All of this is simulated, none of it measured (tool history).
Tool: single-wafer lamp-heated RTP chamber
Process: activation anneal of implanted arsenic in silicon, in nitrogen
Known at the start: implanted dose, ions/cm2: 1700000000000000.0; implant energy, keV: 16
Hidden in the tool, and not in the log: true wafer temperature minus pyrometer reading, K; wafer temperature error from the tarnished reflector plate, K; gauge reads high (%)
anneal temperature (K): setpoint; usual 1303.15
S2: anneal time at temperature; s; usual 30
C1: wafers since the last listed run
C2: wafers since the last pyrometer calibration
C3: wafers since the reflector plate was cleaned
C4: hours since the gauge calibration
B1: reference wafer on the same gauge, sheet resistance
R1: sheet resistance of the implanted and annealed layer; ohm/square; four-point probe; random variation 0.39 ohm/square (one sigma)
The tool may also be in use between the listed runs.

{"run": 1, "hour": 0.0, "anneal temperature (K)": 1303.15, "S2": 30, "C1": 0, "C2": 3056, "C3": 9910, "C4": 13.1, "B1": 82.71, "R1": 90.39}
{"run": 2, "hour": 37.1, "anneal temperature (K)": 1303.15, "S2": 30, "C1": 307, "C2": 3364, "C3": 10218, "C4": 50.2, "B1": 82.55, "R1": 90.64}
{"run": 3, "hour": 44.7, "anneal temperature (K)": 1303.15, "S2": 30, "C1": 63, "C2": 3427, "C3": 10281, "C4": 57.8, "B1": 82.66, "R1": 90.46}
{"run": 4, "hour": 85.3, "anneal temperature (K)": 1303.15, "S2": 30, "C1": 336, "C2": 3764, "C3": 10617, "C4": 98.4, "B1": 82.57, "R1": 89.87}
{"run": 5, "hour": 94.9, "anneal temperature (K)": 1303.15, "S2": 44, "C1": 79, "C2": 3844, "C3": 10697, "C4": 108, "B1": 82.65, "R1": 84.07}
{"run": 6, "hour": 104.4, "anneal temperature (K)": 1303.15, "S2": 44, "C1": 78, "C2": 3922, "C3": 10776, "C4": 117.5, "B1": 82.63, "R1": 83.36}
{"hour": 127.0, "done": "pyrometer window cleaned and pyrometer calibrated"}
{"run": 7, "hour": 127.5, "anneal temperature (K)": 1303.15, "S2": 44, "C1": 125, "C2": 3, "C3": 10901, "C4": 140.6, "B1": 82.64, "R1": 81.29}
{"run": 8, "hour": 136.9, "anneal temperature (K)": 1303.15, "S2": 30, "C1": 77, "C2": 81, "C3": 10979, "C4": 150, "B1": 82.76, "R1": 87.79}
{"run": 9, "hour": 154.5, "anneal temperature (K)": 1289.15, "S2": 14, "C1": 146, "C2": 227, "C3": 11125, "C4": 167.6, "B1": 82.64, "R1": 108.14}
{"hour": 165.5, "done": "pyrometer window cleaned and pyrometer calibrated, repeated, since the last time left the tool worse"}
{"hour": 166.4, "done": "gauge calibrated"}
{"run": 10, "hour": 168.3, "anneal temperature (K)": 1319.15, "S2": 16, "C1": 48, "C2": 22, "C3": 11173, "C4": 1.9, "B1": 82.67, "R1": 97.14}
{"run": 11, "hour": 176.8, "anneal temperature (K)": 1290.15, "S2": 40, "C1": 70, "C2": 93, "C3": 11244, "C4": 10.4, "B1": 82.63, "R1": 94.54}
{"run": 12, "hour": 190.2, "anneal temperature (K)": 1289.15, "S2": 14, "C1": 111, "C2": 204, "C3": 11355, "C4": 23.8, "B1": 82.55, "R1": 114.01}
{"hour": 204.0, "done": "reflector plate cleaned"}
{"run": 13, "hour": 206.7, "anneal temperature (K)": 1303.15, "S2": 30, "C1": 70, "C2": 275, "C3": 22, "C4": 40.3, "B1": 82.64, "R1": 92.59}
{"run": 14, "hour": 219.6, "anneal temperature (K)": 1313.15, "S2": 30, "C1": 107, "C2": 382, "C3": 129, "C4": 53.2, "B1": 82.68, "R1": 89.07}
{"run": 15, "hour": 233.9, "anneal temperature (K)": 1320.15, "S2": 35, "C1": 118, "C2": 500, "C3": 248, "C4": 67.5, "B1": 82.64, "R1": 82.57}
{"run": 16, "hour": 250.4, "anneal temperature (K)": 1303.15, "S2": 47, "C1": 136, "C2": 637, "C3": 385, "C4": 84, "B1": 82.61, "R1": 85.79}
{"run": 17, "hour": 264.7, "anneal temperature (K)": 1303.15, "S2": 37, "C1": 118, "C2": 756, "C3": 503, "C4": 98.3, "B1": 82.68, "R1": 88.8}

Forecast each of these 4 alternatives for the next run:
{"run": "A", "hour": 265.1, "anneal temperature (K)": 1303.15, "S2": 19, "C1": 3, "C2": 759, "C3": 507, "C4": 98.7, "B1": "?", "R1": "?"}
{"run": "B", "hour": 265.1, "anneal temperature (K)": 1273.15, "S2": 35, "C1": 3, "C2": 759, "C3": 507, "C4": 98.7, "B1": "?", "R1": "?"}
{"run": "C", "hour": 265.1, "anneal temperature (K)": 1324.15, "S2": 21, "C1": 3, "C2": 759, "C3": 507, "C4": 98.7, "B1": "?", "R1": "?"}
{"run": "D", "hour": 265.1, "anneal temperature (K)": 1314.15, "S2": 30, "C1": 3, "C2": 759, "C3": 507, "C4": 98.7, "B1": "?", "R1": "?"}

run=A B1=82.68 R1=100.43
run=B B1=82.68 R1=104.81
run=C B1=82.68 R1=89.21
run=D B1=82.68 R1=87.38
Without the tool's hidden state the same runs would have given:
run=A R1=102.09
run=B R1=106.81
run=C R1=90.6
run=D R1=88.76
